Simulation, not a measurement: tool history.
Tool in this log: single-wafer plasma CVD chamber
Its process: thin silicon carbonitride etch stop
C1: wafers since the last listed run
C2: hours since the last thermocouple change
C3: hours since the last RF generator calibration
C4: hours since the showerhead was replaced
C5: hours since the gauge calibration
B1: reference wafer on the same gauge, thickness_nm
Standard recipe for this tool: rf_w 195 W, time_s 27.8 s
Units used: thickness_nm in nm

run 1 hour=0 | rf_w=195 time_s=27.8 | C1=0 C2=1303.8 C3=1343.4 C4=6234.4 C5=269.3 | B1=14.193 | thickness_nm=14.441
run 2 hour=19.6 | rf_w=195 time_s=27.8 | C1=449 C2=1323.4 C3=1363 C4=6254 C5=288.9 | B1=14.208 | thickness_nm=14.456
run 3 hour=51.9 | rf_w=215 time_s=30.2 | C1=741 C2=1355.7 C3=1395.3 C4=6286.3 C5=321.2 | B1=14.213 | thickness_nm=16.159
run 4 hour=67.9 | rf_w=215 time_s=30.2 | C1=367 C2=1371.7 C3=1411.3 C4=6302.3 C5=337.2 | B1=14.209 | thickness_nm=16.115
run 5 hour=92.3 | rf_w=220 time_s=27.8 | C1=559 C2=1396.1 C3=1435.7 C4=6326.7 C5=361.6 | B1=14.192 | thickness_nm=15.044
run 6 hour=109.8 | rf_w=195 time_s=27.8 | C1=401 C2=1413.6 C3=1453.2 C4=6344.2 C5=379.1 | B1=14.217 | thickness_nm=14.474
run 7 hour=129.3 | rf_w=195 time_s=27.8 | C1=447 C2=1433.1 C3=1472.7 C4=6363.7 C5=398.6 | B1=14.184 | thickness_nm=14.282
run 8 hour=163 | rf_w=195 time_s=27.8 | C1=773 C2=1466.8 C3=1506.4 C4=6397.4 C5=432.3 | B1=14.242 | thickness_nm=14.311
run 9 hour=180 | rf_w=195 time_s=27.8 | C1=390 C2=1483.8 C3=1523.4 C4=6414.4 C5=449.3 | B1=14.211 | thickness_nm=14.388
run 10 hour=203.8 | rf_w=195 time_s=27.8 | C1=546 C2=1507.6 C3=1547.2 C4=6438.2 C5=473.1 | B1=14.213 | thickness_nm=14.343
run 11 hour=229.8 | rf_w=195 time_s=27.8 | C1=596 C2=1533.6 C3=1573.2 C4=6464.2 C5=499.1 | B1=14.231 | thickness_nm=14.329
run 12 hour=252.4 | rf_w=195 time_s=27.8 | C1=518 C2=1556.2 C3=1595.8 C4=6486.8 C5=521.7 | B1=14.224 | thickness_nm=14.345
run 13 hour=280.6 | rf_w=195 time_s=27.8 | C1=646 C2=1584.4 C3=1624 C4=6515 C5=549.9 | B1=14.196 | thickness_nm=14.397
-- hour=304.6 thermocouple changed; heater temperature recalibrated
run 14 hour=313.4 | rf_w=175 time_s=31.6 | C1=568 C2=8.8 C3=1656.8 C4=6547.8 C5=582.7 | B1=14.174 | thickness_nm=15.842
-- hour=327.7 gauge calibrated
run 15 hour=335.9 | rf_w=175 time_s=31.6 | C1=516 C2=31.3 C3=1679.3 C4=6570.3 C5=8.2 | B1=14.203 | thickness_nm=15.74
run 16 hour=364.7 | rf_w=175 time_s=31.6 | C1=660 C2=60.1 C3=1708.1 C4=6599.1 C5=37 | B1=14.19 | thickness_nm=15.659
run 17 hour=382.2 | rf_w=195 time_s=27.8 | C1=401 C2=77.6 C3=1725.6 C4=6616.6 C5=54.5 | B1=14.196 | thickness_nm=14.428
run 18 hour=402.5 | rf_w=195 time_s=27.8 | C1=465 C2=97.9 C3=1745.9 C4=6636.9 C5=74.8 | B1=14.194 | thickness_nm=14.439
run 19 hour=424.8 | rf_w=220 time_s=23.3 | C1=511 C2=120.2 C3=1768.2 C4=6659.2 C5=97.1 | B1=14.18 | thickness_nm=12.62
run 20 hour=457.7 | rf_w=195 time_s=23.8 | C1=754 C2=153.1 C3=1801.1 C4=6692.1 C5=130 | B1=14.192 | thickness_nm=12.302
run 21 hour=561.6 | rf_w=195 time_s=31.9 | C1=2383 C2=257 C3=1905 C4=6796 C5=233.9 | B1=14.215 | thickness_nm=16.413
run 22 hour=579.6 | rf_w=220 time_s=31.7 | C1=412 C2=275 C3=1923 C4=6814 C5=251.9 | B1=14.171 | thickness_nm=17.264
-- hour=621.3 RF generator calibrated
-- hour=635.9 showerhead replaced
run 23 hour=662.1 | rf_w=195 time_s=27.8 | C1=1525 C2=357.5 C3=40.8 C4=26.2 C5=334.4 | B1=14.235 | thickness_nm=14.35
run 24 hour=675 | rf_w=210 time_s=23.1 | C1=295 C2=370.4 C3=53.7 C4=39.1 C5=347.3 | B1=14.209 | thickness_nm=12.255
run 25 hour=709.9 | rf_w=195 time_s=27.8 | C1=800 C2=405.3 C3=88.6 C4=74 C5=382.2 | B1=14.229 | thickness_nm=14.349
run 26 hour=743.8 | rf_w=170 time_s=25.2 | C1=777 C2=439.2 C3=122.5 C4=107.9 C5=416.1 | B1=14.204 | thickness_nm=12.437
run 27 hour=757.7 | rf_w=225 time_s=27.8 | C1=318 C2=453.1 C3=136.4 C4=121.8 C5=430 | B1=14.161 | thickness_nm=15.128
run 28 hour=785.2 | rf_w=180 time_s=23.3 | C1=630 C2=480.6 C3=163.9 C4=149.3 C5=457.5 | B1=14.197 | thickness_nm=11.771
run 29 hour=809.4 | rf_w=195 time_s=27.8 | C1=555 C2=504.8 C3=188.1 C4=173.5 C5=481.7 | B1=14.204 | thickness_nm=14.337
run 30 hour=844 | rf_w=205 time_s=25 | C1=793 C2=539.4 C3=222.7 C4=208.1 C5=516.3 | B1=14.214 | thickness_nm=13.115
run 31 hour=866.1 | rf_w=195 time_s=27.8 | C1=507 C2=561.5 C3=244.8 C4=230.2 C5=538.4 | B1=14.194 | thickness_nm=14.442
run 32 hour=885.8 | rf_w=180 time_s=27.8 | C1=451 C2=581.2 C3=264.5 C4=249.9 C5=558.1 | B1=14.212 | thickness_nm=13.953
run 33 hour=917 | rf_w=230 time_s=30.4 | C1=715 C2=612.4 C3=295.7 C4=281.1 C5=589.3 | B1=14.218 | thickness_nm=16.62
run 34 hour=936.1 | rf_w=175 time_s=30.9 | C1=438 C2=631.5 C3=314.8 C4=300.2 C5=608.4 | B1=14.197 | thickness_nm=15.361
run 35 hour=966.1 | rf_w=195 time_s=26 | C1=688 C2=661.5 C3=344.8 C4=330.2 C5=638.4 | B1=14.192 | thickness_nm=13.54
run 36 hour=979.3 | rf_w=195 time_s=27.8 | C1=302 C2=674.7 C3=358 C4=343.4 C5=651.6 | B1=14.195 | thickness_nm=14.437
run 37 hour=1012.9 | rf_w=235 time_s=31.6 | C1=770 C2=708.3 C3=391.6 C4=377 C5=685.2 | B1=14.191 | thickness_nm=17.424

For each run, what was the tool's unlogged condition?
wafer temperature above the value expected at the setpoint (K): 0, the same for each run
delivered RF power above the setpoint (%): 0, the same for each run
gauge reads high (%): 0, the same for each run

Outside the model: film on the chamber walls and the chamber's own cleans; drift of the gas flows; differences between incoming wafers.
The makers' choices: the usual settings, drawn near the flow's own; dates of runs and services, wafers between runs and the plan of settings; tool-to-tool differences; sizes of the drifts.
